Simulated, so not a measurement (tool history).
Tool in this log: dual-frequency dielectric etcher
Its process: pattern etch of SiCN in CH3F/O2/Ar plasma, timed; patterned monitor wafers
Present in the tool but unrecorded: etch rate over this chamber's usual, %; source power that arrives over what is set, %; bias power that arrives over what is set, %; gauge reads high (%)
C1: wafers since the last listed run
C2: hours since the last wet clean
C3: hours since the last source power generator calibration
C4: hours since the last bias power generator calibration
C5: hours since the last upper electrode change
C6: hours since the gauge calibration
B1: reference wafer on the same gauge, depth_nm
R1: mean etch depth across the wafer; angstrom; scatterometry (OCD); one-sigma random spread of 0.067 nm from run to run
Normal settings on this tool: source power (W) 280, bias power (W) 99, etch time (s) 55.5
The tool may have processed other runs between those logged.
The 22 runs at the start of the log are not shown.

Run 23, hour 1527.3: usual settings but bias power (W) 113, etch time (s) 65.5; C1 935; C2 504.4; C3 1198.9; C4 599.5; C5 520.8; C6 899.6; B1 24.21. Result: R1 270.3 angstrom.
Run 24, hour 1617.7: usual settings but etch time (s) 40.5; C1 1062; C2 594.8; C3 1289.3; C4 689.9; C5 611.2; C6 990.0; B1 24.20. Result: R1 158.8 angstrom.
At hour 1725.9: wet clean of the chamber.
Run 25, hour 1813.0: usual settings but bias power (W) 123, etch time (s) 62.5; C1 2012; C2 87.1; C3 1484.6; C4 885.2; C5 806.5; C6 1185.3; B1 24.21. Result: R1 267.4 angstrom.
Run 26, hour 1875.1: usual settings but source power (W) 210, bias power (W) 113; C1 729; C2 149.2; C3 1546.7; C4 947.3; C5 868.6; C6 1247.4; B1 24.19. Result: R1 208.9 angstrom.
Run 27, hour 1933.4: usual settings but bias power (W) 77; C1 684; C2 207.5; C3 1605.0; C4 1005.6; C5 926.9; C6 1305.7; B1 24.19. Result: R1 199.8 angstrom.
Run 28, hour 2026.7: usual settings but etch time (s) 41.0; C1 1096; C2 300.8; C3 1698.3; C4 1098.9; C5 1020.2; C6 1399.0; B1 24.18. Result: R1 161.9 angstrom.
Run 29, hour 2094.0: usual settings; C1 790; C2 368.1; C3 1765.6; C4 1166.2; C5 1087.5; C6 1466.3; B1 24.19. Result: R1 219.6 angstrom.
Run 30, hour 2158.0: usual settings; C1 751; C2 432.1; C3 1829.6; C4 1230.2; C5 1151.5; C6 1530.3; B1 24.20. Result: R1 219.8 angstrom.

Below are 4 alternative next runs, each starting from the tool's condition after run 30. Predict each:
Run A, hour 2158.4: usual settings; C1 4; C2 432.5; C3 1830.0; C4 1230.6; C5 1151.9; C6 1530.7; B1 ?. Result: R1 ?.
Run B, hour 2158.4: usual settings but bias power (W) 83, etch time (s) 66.0; C1 4; C2 432.5; C3 1830.0; C4 1230.6; C5 1151.9; C6 1530.7; B1 ?. Result: R1 ?.
Run C, hour 2158.4: usual settings but source power (W) 220, bias power (W) 86; C1 4; C2 432.5; C3 1830.0; C4 1230.6; C5 1151.9; C6 1530.7; B1 ?. Result: R1 ?.
Run D, hour 2158.4: usual settings but source power (W) 340, bias power (W) 89, etch time (s) 70.0; C1 4; C2 432.5; C3 1830.0; C4 1230.6; C5 1151.9; C6 1530.7; B1 ?. Result: R1 ?.

run     B1     R1
  A  24.20  219.8
  B  24.20  245.4
  C  24.20  192.6
  D  24.20  285.3
With the hidden condition removed and each run's random variation left untouched, the same runs would have given:
run     R1
  A  215.1
  B  240.2
  C  188.5
  D  279.2

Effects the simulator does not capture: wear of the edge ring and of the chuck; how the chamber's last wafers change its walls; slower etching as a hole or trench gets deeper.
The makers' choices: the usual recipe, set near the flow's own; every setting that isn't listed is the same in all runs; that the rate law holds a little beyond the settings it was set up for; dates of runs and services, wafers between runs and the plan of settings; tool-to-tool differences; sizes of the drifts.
